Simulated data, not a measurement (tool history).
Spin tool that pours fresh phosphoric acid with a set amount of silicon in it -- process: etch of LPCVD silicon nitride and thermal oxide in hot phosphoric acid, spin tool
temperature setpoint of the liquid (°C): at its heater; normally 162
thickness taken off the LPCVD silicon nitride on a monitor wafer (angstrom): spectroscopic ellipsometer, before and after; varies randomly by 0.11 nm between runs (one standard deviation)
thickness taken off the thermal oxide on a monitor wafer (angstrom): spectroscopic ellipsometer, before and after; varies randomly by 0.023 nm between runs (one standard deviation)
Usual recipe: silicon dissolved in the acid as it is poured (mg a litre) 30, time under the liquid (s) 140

run,hour,temperature setpoint of the liquid (°C),silicon dissolved in the acid as it is poured (mg a litre),time under the liquid (s),wafers since the last listed run,hours since the thermometer was replaced,hours since the dissolved silicon flow meter was replaced,hours since the heated supply line was repaired,hours since the gauge calibration,"read-back film thickness of the LPCVD silicon nitride reference wafer, read on the same gauge (nm)","read-back film thickness of the thermal oxide reference wafer, read on the same gauge (nm)",thickness taken off the LPCVD silicon nitride on a monitor wafer (angstrom),thickness taken off the thermal oxide on a monitor wafer (angstrom)
1,0,162,30,140,0,605.9,1949.4,50.3,1195,110.01,39.992,106.1,1.78
2,35.6,162,30,140,375,641.5,1985,85.9,1230.6,110.01,40.011,104.7,1.38
# hour 56.3: dissolved silicon flow meter replaced
3,105.1,162,30,140,721,711,48.8,155.4,1300.1,110,40.002,103.4,1.24
4,157.9,162,30,140,556,763.8,101.6,208.2,1352.9,110.01,39.995,104.6,1.55
5,189.3,162,30,140,330,795.2,133,239.6,1384.3,109.99,40.01,105.6,1.72
6,213.7,163,15,60,257,819.6,157.4,264,1408.7,109.99,39.992,45.8,1.05
7,253.3,162,30,140,417,859.2,197,303.6,1448.3,109.99,39.993,102.6,1.39
# hour 262.7: thermometer replaced
8,286.7,162,23,140,341,24,230.4,337,1481.7,110.01,40.021,103,1.6
# hour 341.5: heated supply line repaired, repeated, since the last time left the tool worse
9,477.7,161,43,95,2001,215,421.4,136.2,1672.7,109.98,40.009,80.3,0.67
10,524.1,163,30,190,488,261.4,467.8,182.6,1719.1,109.99,39.973,170.2,3.35
11,575.8,161,21.5,75,544,313.1,519.5,234.3,1770.8,110.01,39.996,62.3,1.5
12,629.1,162,42,140,561,366.4,572.8,287.6,1824.1,109.99,39.99,119.9,1.16

Predict the results of run 13:
# hour 696.5: gauge calibrated
13,700.1,161,30,80,748,437.4,643.8,358.6,3.6,?,?,?,?

Run 13 produced read-back film thickness of the LPCVD silicon nitride reference wafer, read on the same gauge (nm) 110, read-back film thickness of the thermal oxide reference wafer, read on the same gauge (nm) 40.023, thickness taken off the LPCVD silicon nitride on a monitor wafer (angstrom) 65.4, thickness taken off the thermal oxide on a monitor wafer (angstrom) 1.34.
With no hidden state in the tool, this same run would have given thickness taken off the LPCVD silicon nitride on a monitor wafer (angstrom) 67.3, thickness taken off the thermal oxide on a monitor wafer (angstrom) 1.43.

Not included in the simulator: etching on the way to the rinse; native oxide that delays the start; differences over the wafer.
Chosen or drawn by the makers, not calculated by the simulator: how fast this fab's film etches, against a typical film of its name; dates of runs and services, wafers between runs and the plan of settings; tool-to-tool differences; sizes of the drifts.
